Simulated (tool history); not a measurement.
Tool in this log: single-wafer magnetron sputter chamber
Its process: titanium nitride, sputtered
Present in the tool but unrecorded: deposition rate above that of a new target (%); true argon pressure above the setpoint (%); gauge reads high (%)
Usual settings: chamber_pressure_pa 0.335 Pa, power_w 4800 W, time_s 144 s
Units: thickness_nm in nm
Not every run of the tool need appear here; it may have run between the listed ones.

| run | hour | chamber_pressure_pa | power_w | time_s | wafers since the last listed run | wafers on the sputter target | hours since the last manometer calibration | hours since the magnet pack was replaced | hours since the gauge calibration | read-back reference wafer on the same gauge, thickness_nm | thickness_nm |
|---|---|---|---|---|---|---|---|---|---|---|---|
| 1 | 0 | 0.335 | 4800 | 144 | 0 | 2062 | 2039.9 | 5789.1 | 436.8 | 101.97 | 121.261 |
| 2 | 39.5 | 0.335 | 4800 | 144 | 391 | 2454 | 2079.4 | 5828.6 | 476.3 | 102.196 | 121.198 |
| 3 | 83.8 | 0.335 | 4800 | 144 | 439 | 2893 | 2123.7 | 5872.9 | 520.6 | 102.371 | 121.86 |
| 4 | 111.9 | 0.335 | 4800 | 144 | 278 | 3172 | 2151.8 | 5901 | 548.7 | 102.424 | 122.467 |
| 5 | 148.7 | 0.335 | 4800 | 144 | 364 | 3537 | 2188.6 | 5937.8 | 585.5 | 102.636 | 121.986 |
| 6 | 180.3 | 0.335 | 4800 | 160 | 313 | 3850 | 2220.2 | 5969.4 | 617.1 | 102.653 | 135.301 |
|  | 218.9 | sputter target and shields replaced |
| 7 | 246.7 | 0.335 | 4800 | 160 | 579 | 275 | 2286.6 | 6035.8 | 683.5 | 102.96 | 134.843 |
| 8 | 315.4 | 0.402 | 5200 | 132 | 681 | 957 | 2355.3 | 6104.5 | 752.2 | 103.116 | 116.728 |
|  | 329.7 | capacitance manometer re-zeroed and calibrated |
|  | 353.1 | gauge calibrated |
| 9 | 354 | 0.462 | 3600 | 130 | 303 | 1260 | 24.3 | 6143.1 | 0.9 | 100.302 | 75.961 |
| 10 | 386.5 | 0.226 | 4800 | 144 | 322 | 1582 | 56.8 | 6175.6 | 33.4 | 100.149 | 125.034 |
|  | 406.5 | magnet pack replaced |
| 11 | 424.2 | 0.376 | 3700 | 121 | 294 | 1877 | 94.5 | 17.7 | 71.1 | 100.593 | 75.883 |
| 12 | 494.7 | 0.462 | 3600 | 130 | 699 | 2576 | 165 | 88.2 | 141.6 | 100.723 | 76.686 |
| 13 | 545.7 | 0.421 | 5250 | 172 | 505 | 3082 | 216 | 139.2 | 192.6 | 100.875 | 150.5 |
| 14 | 602.2 | 0.376 | 3700 | 121 | 560 | 3642 | 272.5 | 195.7 | 249.1 | 101.182 | 76.458 |

Predict each of these 5 candidate next runs independently; none follows another, all start after run 14:
| A | 602.6 | 0.335 | 4800 | 144 | 3 | 3646 | 272.9 | 196.1 | 249.5 | ? | ? |
| B | 602.6 | 0.335 | 4800 | 126 | 3 | 3646 | 272.9 | 196.1 | 249.5 | ? | ? |
| C | 602.6 | 0.206 | 3650 | 161 | 3 | 3646 | 272.9 | 196.1 | 249.5 | ? | ? |
| D | 602.6 | 0.335 | 3900 | 164 | 3 | 3646 | 272.9 | 196.1 | 249.5 | ? | ? |
| E | 602.6 | 0.335 | 5600 | 144 | 3 | 3646 | 272.9 | 196.1 | 249.5 | ? | ? |

| run | read-back reference wafer on the same gauge, thickness_nm | thickness_nm |
|---|---|---|
| A | 101.175 | 120.52 |
| B | 101.175 | 105.455 |
| C | 101.175 | 108.917 |
| D | 101.175 | 111.523 |
| E | 101.175 | 140.607 |
Had the tool no hidden state, the same runs would have come out as:
| run | thickness_nm |
|---|---|
| A | 119.09 |
| B | 104.204 |
| C | 107.625 |
| D | 110.2 |
| E | 138.939 |

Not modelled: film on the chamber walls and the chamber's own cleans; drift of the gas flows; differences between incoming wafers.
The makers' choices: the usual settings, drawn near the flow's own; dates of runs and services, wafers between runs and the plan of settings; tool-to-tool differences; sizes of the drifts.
